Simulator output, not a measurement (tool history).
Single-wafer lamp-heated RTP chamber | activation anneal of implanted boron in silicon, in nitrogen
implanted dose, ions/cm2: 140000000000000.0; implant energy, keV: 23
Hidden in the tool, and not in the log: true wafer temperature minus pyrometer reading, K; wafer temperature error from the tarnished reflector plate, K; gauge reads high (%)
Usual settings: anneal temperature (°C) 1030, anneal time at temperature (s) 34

| run | hour | anneal temperature (°C) | anneal time at temperature (s) | wafers since the last listed run | wafers since the last pyrometer calibration | wafers since the reflector plate was cleaned | hours since the gauge calibration | read-back reference wafer on the same gauge, sheet resistance | sheet resistance of the implanted and annealed layer (ohm/square) |
|---|---|---|---|---|---|---|---|---|---|
| 1 | 0 | 1030 | 34 | 0 | 3444 | 7220 | 558.8 | 651.03 | 628.66 |
| 2 | 21.5 | 1030 | 34 | 376 | 3821 | 7597 | 580.3 | 651.3 | 627.51 |
|  | 40.2 | pyrometer window cleaned and pyrometer calibrated |
| 3 | 52.4 | 1030 | 34 | 401 | 212 | 7998 | 611.2 | 651.28 | 628.88 |
| 4 | 64.5 | 1030 | 41 | 211 | 424 | 8210 | 623.3 | 651.11 | 629.05 |
| 5 | 98.3 | 1030 | 41 | 592 | 1017 | 8802 | 657.1 | 651.39 | 630.55 |
| 6 | 115.3 | 1009 | 34 | 297 | 1314 | 9100 | 674.1 | 651.47 | 629.06 |
| 7 | 140.5 | 1030 | 34 | 441 | 1756 | 9541 | 699.3 | 651.56 | 629.64 |
| 8 | 172.9 | 1030 | 34 | 567 | 2323 | 10109 | 731.7 | 651.93 | 631.56 |
| 9 | 195.5 | 1030 | 34 | 395 | 2719 | 10505 | 754.3 | 651.59 | 631.86 |
|  | 205.7 | reflector plate cleaned |
| 10 | 209.2 | 1047 | 34 | 99 | 2819 | 61 | 768 | 651.92 | 630.89 |
| 11 | 233.5 | 1030 | 34 | 425 | 3245 | 487 | 792.3 | 651.86 | 631.66 |
| 12 | 261.6 | 1030 | 34 | 492 | 3737 | 979 | 820.4 | 651.96 | 630.11 |
|  | 281.4 | pyrometer window cleaned and pyrometer calibrated |
| 13 | 284.5 | 1030 | 34 | 261 | 54 | 1240 | 843.3 | 652.05 | 630.63 |
| 14 | 316.6 | 1030 | 34 | 562 | 617 | 1802 | 875.4 | 651.96 | 629.86 |
| 15 | 345.4 | 1030 | 34 | 504 | 1121 | 2307 | 904.2 | 652.21 | 630.3 |
| 16 | 377.2 | 1030 | 34 | 557 | 1678 | 2864 | 936 | 652.09 | 631.98 |
| 17 | 397.5 | 1030 | 34 | 355 | 2034 | 3220 | 956.3 | 652.52 | 631.6 |
| 18 | 428.4 | 1049 | 28 | 541 | 2575 | 3761 | 987.2 | 652.25 | 632.61 |
| 19 | 452.2 | 1030 | 34 | 416 | 2992 | 4178 | 1011 | 652.8 | 630.67 |
|  | 475.8 | pyrometer window cleaned and pyrometer calibrated |
| 20 | 481.5 | 1030 | 34 | 373 | 99 | 4551 | 1040.3 | 652.46 | 630.68 |
| 21 | 496.9 | 1030 | 34 | 269 | 369 | 4821 | 1055.7 | 652.44 | 629.64 |
| 22 | 508.9 | 1030 | 34 | 210 | 579 | 5031 | 1067.7 | 652.41 | 631.39 |
| 23 | 532.9 | 1021 | 19 | 420 | 999 | 5451 | 1091.7 | 652.52 | 632.19 |
| 24 | 566.1 | 1030 | 34 | 581 | 1581 | 6033 | 1124.9 | 652.5 | 632.24 |
| 25 | 665.2 | 1030 | 17 | 1736 | 3317 | 7769 | 1224 | 652.72 | 632.65 |
|  | 683.8 | gauge calibrated |
|  | 715 | pyrometer window cleaned and pyrometer calibrated |
|  | 751.6 | reflector plate cleaned |
| 26 | 760.6 | 1030 | 24 | 1390 | 658 | 156 | 76.8 | 643.87 | 624.61 |
| 27 | 781.5 | 1052 | 27 | 366 | 1024 | 522 | 97.7 | 644.06 | 624.88 |
| 28 | 809.3 | 1012 | 34 | 487 | 1511 | 1009 | 125.5 | 644.89 | 623.77 |
| 29 | 828.1 | 1030 | 19 | 329 | 1840 | 1339 | 144.3 | 645.14 | 625.56 |
| 30 | 848 | 1014 | 21 | 348 | 2189 | 1687 | 164.2 | 645.26 | 625.29 |
| 31 | 861.2 | 1030 | 34 | 231 | 2420 | 1919 | 177.4 | 645.69 | 624.41 |
| 32 | 881.6 | 1040 | 27 | 357 | 2778 | 2276 | 197.8 | 646.22 | 624.33 |
|  | 920.3 | pyrometer window cleaned and pyrometer calibrated |
| 33 | 920.8 | 1030 | 34 | 546 | 9 | 2823 | 237 | 646.48 | 626.33 |
| 34 | 933.7 | 1037 | 44 | 225 | 235 | 3049 | 249.9 | 646.94 | 624.62 |
| 35 | 949.2 | 1038 | 27 | 271 | 506 | 3320 | 265.4 | 646.99 | 626.56 |
| 36 | 964.5 | 1057 | 34 | 268 | 774 | 3588 | 280.7 | 647.02 | 623.19 |
| 37 | 990.8 | 1054 | 22 | 460 | 1235 | 4049 | 307 | 647.53 | 628.11 |

The tool's hidden state at each run:
true wafer temperature minus pyrometer reading, K: 0 in every run
wafer temperature error from the tarnished reflector plate, K: 0 in every run
H1: gauge reads high (%)
| run | H1 |
|---|---|
| 1 | 1.24 |
| 2 | 1.26 |
| 3 | 1.28 |
| 4 | 1.29 |
| 5 | 1.32 |
| 6 | 1.33 |
| 7 | 1.34 |
| 8 | 1.36 |
| 9 | 1.38 |
| 10 | 1.38 |
| 11 | 1.39 |
| 12 | 1.41 |
| 13 | 1.42 |
| 14 | 1.43 |
| 15 | 1.44 |
| 16 | 1.45 |
| 17 | 1.46 |
| 18 | 1.47 |
| 19 | 1.47 |
| 20 | 1.48 |
| 21 | 1.48 |
| 22 | 1.49 |
| 23 | 1.49 |
| 24 | 1.5 |
| 25 | 1.51 |
| 26 | 0.126 |
| 27 | 0.194 |
| 28 | 0.28 |
| 29 | 0.334 |
| 30 | 0.388 |
| 31 | 0.423 |
| 32 | 0.474 |
| 33 | 0.564 |
| 34 | 0.591 |
| 35 | 0.623 |
| 36 | 0.653 |
| 37 | 0.702 |

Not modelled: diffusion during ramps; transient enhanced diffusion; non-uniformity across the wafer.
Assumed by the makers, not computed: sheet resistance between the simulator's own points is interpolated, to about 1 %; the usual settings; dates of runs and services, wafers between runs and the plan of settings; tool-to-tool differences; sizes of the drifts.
